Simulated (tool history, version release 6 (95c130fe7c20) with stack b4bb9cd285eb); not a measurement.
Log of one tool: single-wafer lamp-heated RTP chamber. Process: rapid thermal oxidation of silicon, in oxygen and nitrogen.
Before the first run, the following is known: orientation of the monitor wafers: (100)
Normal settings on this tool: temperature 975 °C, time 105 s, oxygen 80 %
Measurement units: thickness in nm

run    hour  temperature  time  oxygen  wafers since the last listed run  wafers since the last pyrometer calibration  hours since the oxygen flow controller was replaced  hours since the gauge calibration  read-back reference wafer on the same gauge, thickness  thickness
  1       0          996   105      72                                 0                                          466                                               3743.6                              480.4                                                   5.331      6.856
  2    92.6          996   105      72                               684                                         1151                                               3836.2                                573                                                   5.329      6.852
  3   184.1          975   105      80                               676                                         1828                                               3927.7                              664.5                                                   5.331      6.087
  4   280.1          975   105      57                               710                                         2538                                               4023.7                              760.5                                                   5.332      5.429
      316.6  -- pyrometer window cleaned and pyrometer calibrated
  5   383.3          975   105      57                               704                                          493                                               4126.9                              863.7                                                   5.331      5.403
  6   469.7          975   105      57                               639                                         1132                                               4213.3                              950.1                                                   5.331        5.4
  7     525          975   105      80                               409                                         1541                                               4268.6                             1005.4                                                   5.331      6.102
  8   592.1          975   105      80                               496                                         2037                                               4335.7                             1072.5                                                   5.329      6.101
  9   662.1          975   105      80                               517                                         2555                                               4405.7                             1142.5                                                   5.331      6.102
        677  -- oxygen flow controller replaced
      714.3  -- pyrometer window cleaned and pyrometer calibrated
 10     733          994   105      80                               406                                          138                                                   56                             1213.4                                                   5.329      6.985
 11   810.1          961    69      98                               570                                          708                                                133.1                             1290.5                                                   5.332       4.88
 12   893.9         1001    74      80                               619                                         1328                                                216.9                             1374.3                                                   5.331      6.327
      905.2  -- gauge calibrated
 13  1134.7          983   127      98                              1781                                         3109                                                457.7                              229.5                                                   5.331      7.573
     1186.4  -- pyrometer window cleaned and pyrometer calibrated
 14  1198.6          975   105      80                               413                                           90                                                521.6                              293.4                                                   5.329       6.05
 15  1244.4          946   118      98                               338                                          429                                                567.4                              339.2                                                   5.327      5.491
 16  1340.5          975   105      98                               710                                         1140                                                663.5                              435.3                                                   5.331      6.532
 17  1388.3          975   105      80                               353                                         1493                                                711.3                              483.1                                                   5.328      6.073
 18  1425.8          975   105      80                               277                                         1771                                                748.8                              520.6                                                   5.331      6.094
 19  1530.5          996    54      98                               774                                         2545                                                853.5                              625.3                                                   5.329      5.698

Measured result minus the same run's result without the hidden state. Both carry the same run-to-run variation, though not necessarily the same gauge scatter:
What the log doesn't record here: true wafer temperature minus pyrometer reading, K; deviation of the oxygen flow from its setpoint, %; gauge reads high (%).
run  thickness
  1     +0.022
  2     +0.037
  3     +0.041
  4     +0.038
  5     +0.018
  6     +0.029
  7     +0.038
  8     +0.043
  9     +0.045
 10     +0.008
 11     +0.018
 12     +0.034
 13     +0.055
 14     +0.004
 15     +0.014
 16     +0.032
 17     +0.034
 18     +0.037
 19     +0.038
